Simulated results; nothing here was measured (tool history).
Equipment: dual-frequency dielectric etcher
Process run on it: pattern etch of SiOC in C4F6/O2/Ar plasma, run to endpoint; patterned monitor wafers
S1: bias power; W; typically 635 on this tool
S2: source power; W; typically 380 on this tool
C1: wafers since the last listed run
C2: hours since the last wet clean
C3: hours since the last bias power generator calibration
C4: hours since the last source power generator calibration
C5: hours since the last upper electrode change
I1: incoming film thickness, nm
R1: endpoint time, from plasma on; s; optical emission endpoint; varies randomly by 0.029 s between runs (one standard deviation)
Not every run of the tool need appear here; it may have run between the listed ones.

run 1 hour=0.0 | S1=635 S2=420 | C1=0 C2=306.3 C3=4860.0 C4=2373.7 C5=1595.5 | I1=27.96 | R1=7.9
run 2 hour=11.7 | S1=635 S2=420 | C1=202 C2=318.0 C3=4871.7 C4=2385.4 C5=1607.2 | I1=27.95 | R1=7.9
run 3 hour=21.0 | S1=635 S2=380 | C1=161 C2=327.3 C3=4881.0 C4=2394.7 C5=1616.5 | I1=27.91 | R1=8.4
run 4 hour=34.6 | S1=635 S2=380 | C1=235 C2=340.9 C3=4894.6 C4=2408.3 C5=1630.1 | I1=27.97 | R1=8.4
run 5 hour=50.3 | S1=635 S2=380 | C1=271 C2=356.6 C3=4910.3 C4=2424.0 C5=1645.8 | I1=27.98 | R1=8.4
run 6 hour=66.2 | S1=635 S2=330 | C1=275 C2=372.5 C3=4926.2 C4=2439.9 C5=1661.7 | I1=28.15 | R1=9.2
run 7 hour=74.7 | S1=635 S2=330 | C1=147 C2=381.0 C3=4934.7 C4=2448.4 C5=1670.2 | I1=27.65 | R1=9.1
run 8 hour=120.9 | S1=635 S2=380 | C1=800 C2=427.2 C3=4980.9 C4=2494.6 C5=1716.4 | I1=27.96 | R1=8.5
-- hour=155.6 wet clean of the chamber
-- hour=158.2 bias power generator calibrated
run 9 hour=158.7 | S1=635 S2=380 | C1=192 C2=3.1 C3=0.5 C4=2532.4 C5=1754.2 | I1=28.07 | R1=8.1
run 10 hour=159.0 | S1=635 S2=380 | C1=5 C2=3.4 C3=0.8 C4=2532.7 C5=1754.5 | I1=27.91 | R1=8.0
run 11 hour=161.0 | S1=511 S2=350 | C1=34 C2=5.4 C3=2.8 C4=2534.7 C5=1756.5 | I1=28.06 | R1=9.7
run 12 hour=168.7 | S1=509 S2=470 | C1=133 C2=13.1 C3=10.5 C4=2542.4 C5=1764.2 | I1=28.03 | R1=8.3
-- hour=178.8 source power generator calibrated
-- hour=198.0 upper electrode replaced
run 13 hour=198.5 | S1=635 S2=380 | C1=113 C2=42.9 C3=40.3 C4=19.7 C5=0.5 | I1=27.90 | R1=8.1
run 14 hour=198.8 | S1=635 S2=380 | C1=5 C2=43.2 C3=40.6 C4=20.0 C5=0.8 | I1=27.85 | R1=8.0
run 15 hour=201.0 | S1=750 S2=310 | C1=38 C2=45.4 C3=42.8 C4=22.2 C5=3.0 | I1=28.10 | R1=8.3
run 16 hour=210.4 | S1=772 S2=470 | C1=162 C2=54.8 C3=52.2 C4=31.6 C5=12.4 | I1=27.76 | R1=6.5
run 17 hour=222.8 | S1=745 S2=340 | C1=214 C2=67.2 C3=64.6 C4=44.0 C5=24.8 | I1=27.86 | R1=7.9
run 18 hour=235.4 | S1=760 S2=410 | C1=218 C2=79.8 C3=77.2 C4=56.6 C5=37.4 | I1=27.90 | R1=7.0
run 19 hour=249.1 | S1=768 S2=350 | C1=237 C2=93.5 C3=90.9 C4=70.3 C5=51.1 | I1=28.06 | R1=7.6
run 20 hour=255.7 | S1=635 S2=380 | C1=114 C2=100.1 C3=97.5 C4=76.9 C5=57.7 | I1=28.19 | R1=8.2

3 ways to go on from here, each from the tool as it stands after run 20. What would each give?
run A hour=256.1 | S1=484 S2=380 | C1=6 C2=100.5 C3=97.9 C4=77.3 C5=58.1 | I1=28.21 | R1=?
run B hour=256.1 | S1=635 S2=480 | C1=6 C2=100.5 C3=97.9 C4=77.3 C5=58.1 | I1=28.21 | R1=?
run C hour=256.1 | S1=486 S2=300 | C1=6 C2=100.5 C3=97.9 C4=77.3 C5=58.1 | I1=28.21 | R1=?

run=A R1=9.9
run=B R1=7.3
run=C R1=11.4
The same runs, with their run-to-run variation unchanged, on a tool lacking any hidden condition would have given:
run=A R1=9.8
run=B R1=7.2
run=C R1=11.3
